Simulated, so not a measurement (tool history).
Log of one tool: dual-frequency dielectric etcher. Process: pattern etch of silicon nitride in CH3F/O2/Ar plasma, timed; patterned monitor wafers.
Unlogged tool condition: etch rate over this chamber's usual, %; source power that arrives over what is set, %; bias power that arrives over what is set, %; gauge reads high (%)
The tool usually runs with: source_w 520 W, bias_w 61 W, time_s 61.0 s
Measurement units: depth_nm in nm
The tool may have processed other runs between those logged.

| run | day | source_w | bias_w | time_s | wafers since the last listed run | hours since the last wet clean | hours since the last source power generator calibration | hours since the last bias power generator calibration | hours since the last upper electrode change | hours since the gauge calibration | read-back reference wafer on the same gauge, depth_nm | depth_nm |
|---|---|---|---|---|---|---|---|---|---|---|---|---|
| 1 | 0.000 | 560 | 61 | 52.0 | 0 | 489.0 | 3749.5 | 3060.3 | 4635.9 | 367.7 | 39.39 | 40.27 |
| 2 | 0.583 | 520 | 61 | 61.0 | 152 | 503.0 | 3763.5 | 3074.3 | 4649.9 | 381.7 | 39.41 | 45.44 |
| 3 | 1.658 | 520 | 61 | 61.0 | 280 | 528.8 | 3789.3 | 3100.1 | 4675.7 | 407.5 | 39.40 | 44.89 |
| 4 | 2.250 | 460 | 61 | 61.0 | 154 | 543.0 | 3803.5 | 3114.3 | 4689.9 | 421.7 | 39.40 | 42.05 |
| 5 | 3.483 | 460 | 61 | 61.0 | 322 | 572.6 | 3833.1 | 3143.9 | 4719.5 | 451.3 | 39.41 | 41.84 |
| 6 | 4.546 | 460 | 61 | 61.0 | 277 | 598.1 | 3858.6 | 3169.4 | 4745.0 | 476.8 | 39.39 | 42.27 |
| 7 | 5.562 | 570 | 61 | 61.0 | 265 | 622.5 | 3883.0 | 3193.8 | 4769.4 | 501.2 | 39.43 | 46.83 |
| 8 | 6.262 | 570 | 61 | 61.0 | 182 | 639.3 | 3899.8 | 3210.6 | 4786.2 | 518.0 | 39.45 | 47.12 |
|  | 8.079 | wet clean of the chamber |
| 9 | 8.100 | 520 | 61 | 61.0 | 218 | 0.5 | 3943.9 | 3254.7 | 4830.3 | 562.1 | 39.42 | 47.48 |
|  | 8.612 | bias power generator calibrated |
| 10 | 10.433 | 520 | 61 | 61.0 | 565 | 56.5 | 3999.9 | 43.7 | 4886.3 | 618.1 | 39.42 | 47.30 |
| 11 | 11.121 | 520 | 61 | 61.0 | 179 | 73.0 | 4016.4 | 60.2 | 4902.8 | 634.6 | 39.38 | 47.23 |
| 12 | 11.767 | 480 | 61 | 61.0 | 168 | 88.5 | 4031.9 | 75.7 | 4918.3 | 650.1 | 39.41 | 44.73 |
| 13 | 13.183 | 520 | 69 | 61.0 | 369 | 122.5 | 4065.9 | 109.7 | 4952.3 | 684.1 | 39.41 | 49.19 |
| 14 | 14.208 | 620 | 50 | 52.5 | 267 | 147.1 | 4090.5 | 134.3 | 4976.9 | 708.7 | 39.44 | 41.55 |
|  | 14.225 | gauge calibrated |
| 15 | 15.417 | 520 | 67 | 61.0 | 315 | 176.1 | 4119.5 | 163.3 | 5005.9 | 28.6 | 39.40 | 48.11 |
| 16 | 16.333 | 520 | 61 | 61.0 | 239 | 198.1 | 4141.5 | 185.3 | 5027.9 | 50.6 | 39.36 | 46.57 |
| 17 | 17.008 | 580 | 66 | 61.0 | 176 | 214.3 | 4157.7 | 201.5 | 5044.1 | 66.8 | 39.37 | 50.59 |
|  | 18.392 | upper electrode replaced, of another model than before |
| 18 | 18.412 | 520 | 61 | 61.0 | 105 | 248.0 | 4191.4 | 235.2 | 0.5 | 100.5 | 39.40 | 46.46 |
| 19 | 18.983 | 570 | 61 | 61.0 | 149 | 261.7 | 4205.1 | 248.9 | 14.2 | 114.2 | 39.45 | 48.06 |
|  | 20.008 | source power generator calibrated |
| 20 | 20.138 | 520 | 68 | 66.0 | 257 | 289.4 | 3.1 | 276.6 | 41.9 | 141.9 | 39.38 | 50.94 |
| 21 | 21.571 | 440 | 75 | 42.5 | 374 | 323.8 | 37.5 | 311.0 | 76.3 | 176.3 | 39.42 | 32.02 |
| 22 | 22.500 | 430 | 52 | 61.0 | 242 | 346.1 | 59.8 | 333.3 | 98.6 | 198.6 | 39.34 | 41.39 |
| 23 | 23.192 | 600 | 53 | 51.5 | 180 | 362.7 | 76.4 | 349.9 | 115.2 | 215.2 | 39.40 | 39.92 |
| 24 | 24.425 | 410 | 53 | 44.0 | 322 | 392.3 | 106.0 | 379.5 | 144.8 | 244.8 | 39.48 | 29.10 |
| 25 | 25.162 | 520 | 61 | 61.0 | 192 | 410.0 | 123.7 | 397.2 | 162.5 | 262.5 | 39.41 | 45.95 |
| 26 | 25.896 | 580 | 68 | 46.5 | 191 | 427.6 | 141.3 | 414.8 | 180.1 | 280.1 | 39.50 | 37.27 |

Alternative continuations, all from the tool just after run 26; predict every row:
| A | 25.912 | 520 | 61 | 61.0 | 4 | 428.0 | 141.7 | 415.2 | 180.5 | 280.5 | ? | ? |
| B | 25.912 | 450 | 67 | 70.0 | 4 | 428.0 | 141.7 | 415.2 | 180.5 | 280.5 | ? | ? |
| C | 25.912 | 630 | 74 | 54.0 | 4 | 428.0 | 141.7 | 415.2 | 180.5 | 280.5 | ? | ? |

| run | read-back reference wafer on the same gauge, depth_nm | depth_nm |
|---|---|---|
| A | 39.44 | 46.31 |
| B | 39.44 | 51.45 |
| C | 39.44 | 46.24 |
Had the tool no hidden state, the same runs would have come out as:
| run | depth_nm |
|---|---|
| A | 47.84 |
| B | 53.15 |
| C | 47.77 |

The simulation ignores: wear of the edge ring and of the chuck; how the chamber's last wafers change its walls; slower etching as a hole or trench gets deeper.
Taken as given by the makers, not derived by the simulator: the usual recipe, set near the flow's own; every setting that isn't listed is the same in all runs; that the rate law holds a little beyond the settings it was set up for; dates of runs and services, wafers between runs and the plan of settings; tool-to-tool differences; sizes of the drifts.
